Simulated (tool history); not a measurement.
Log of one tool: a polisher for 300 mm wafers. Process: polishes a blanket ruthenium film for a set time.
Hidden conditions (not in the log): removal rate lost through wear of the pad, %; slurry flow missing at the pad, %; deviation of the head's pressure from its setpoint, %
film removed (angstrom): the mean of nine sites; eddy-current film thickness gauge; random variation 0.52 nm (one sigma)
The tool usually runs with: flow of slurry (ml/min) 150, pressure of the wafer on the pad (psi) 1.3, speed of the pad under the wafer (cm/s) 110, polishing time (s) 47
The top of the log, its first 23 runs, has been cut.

| run | hour | flow of slurry (ml/min) | pressure of the wafer on the pad (psi) | speed of the pad under the wafer (cm/s) | polishing time (s) | wafers since the last listed run | wafers polished on this pad | hours since the slurry nozzle was cleaned | hours since the head pressure was calibrated | incoming thickness of the incoming film, nm | film removed (angstrom) |
|---|---|---|---|---|---|---|---|---|---|---|---|
| 24 | 1793.6 | 150 | 1.3 | 110 | 47 | 350 | 594 | 421.8 | 315.5 | 463.4 | 382 |
| 25 | 1841.4 | 150 | 1.1 | 110 | 59 | 393 | 988 | 469.6 | 363.3 | 474.0 | 438 |
| 26 | 1881.7 | 200 | 0.8 | 110 | 42 | 332 | 1320 | 509.9 | 403.6 | 472.5 | 272 |
| 27 | 1927.5 | 150 | 1.0 | 86 | 43 | 377 | 1697 | 555.7 | 449.4 | 469.5 | 231 |
| 28 | 2009.0 | 120 | 1.6 | 132 | 41 | 671 | 2369 | 637.2 | 530.9 | 474.3 | 407 |
| 29 | 2110.2 | 150 | 1.6 | 110 | 32 | 833 | 3203 | 738.4 | 632.1 | 474.2 | 285 |
|  | 2162.6 | head pressure recalibrated |
|  | 2171.1 | slurry nozzle cleaned |
| 30 | 2193.0 | 150 | 1.3 | 110 | 47 | 657 | 3860 | 21.9 | 30.4 | 468.6 | 383 |
| 31 | 2282.0 | 150 | 1.3 | 110 | 47 | 733 | 4593 | 110.9 | 119.4 | 464.2 | 376 |
| 32 | 2358.8 | 180 | 1.6 | 140 | 47 | 632 | 5226 | 187.7 | 196.2 | 460.2 | 559 |
|  | 2365.7 | worn pad replaced by a new one |
| 33 | 2433.9 | 150 | 1.0 | 110 | 35 | 585 | 562 | 262.8 | 271.3 | 470.2 | 260 |
| 34 | 2531.8 | 150 | 1.4 | 144 | 58 | 806 | 1368 | 360.7 | 369.2 | 468.3 | 669 |
| 35 | 2616.7 | 150 | 1.1 | 110 | 47 | 699 | 2068 | 445.6 | 454.1 | 468.2 | 347 |
| 36 | 2685.3 | 115 | 1.3 | 110 | 52 | 565 | 2633 | 514.2 | 522.7 | 466.1 | 386 |

Branching from run 36: 5 alternative next runs. What would each branch give?
| A | 2685.7 | 150 | 1.3 | 110 | 47 | 3 | 2636 | 514.6 | 523.1 | 476.2 | ? |
| B | 2685.7 | 150 | 0.8 | 110 | 47 | 3 | 2636 | 514.6 | 523.1 | 476.2 | ? |
| C | 2685.7 | 150 | 1.7 | 110 | 47 | 3 | 2636 | 514.6 | 523.1 | 476.2 | ? |
| D | 2685.7 | 150 | 1.3 | 88 | 47 | 3 | 2636 | 514.6 | 523.1 | 476.2 | ? |
| E | 2685.7 | 150 | 1.4 | 110 | 47 | 3 | 2636 | 514.6 | 523.1 | 476.2 | ? |

| run | film removed (angstrom) |
|---|---|
| A | 388 |
| B | 293 |
| C | 464 |
| D | 310 |
| E | 407 |
With no hidden state in the tool, these same runs would have given:
| run | film removed (angstrom) |
|---|---|
| A | 429 |
| B | 324 |
| C | 513 |
| D | 344 |
| E | 450 |
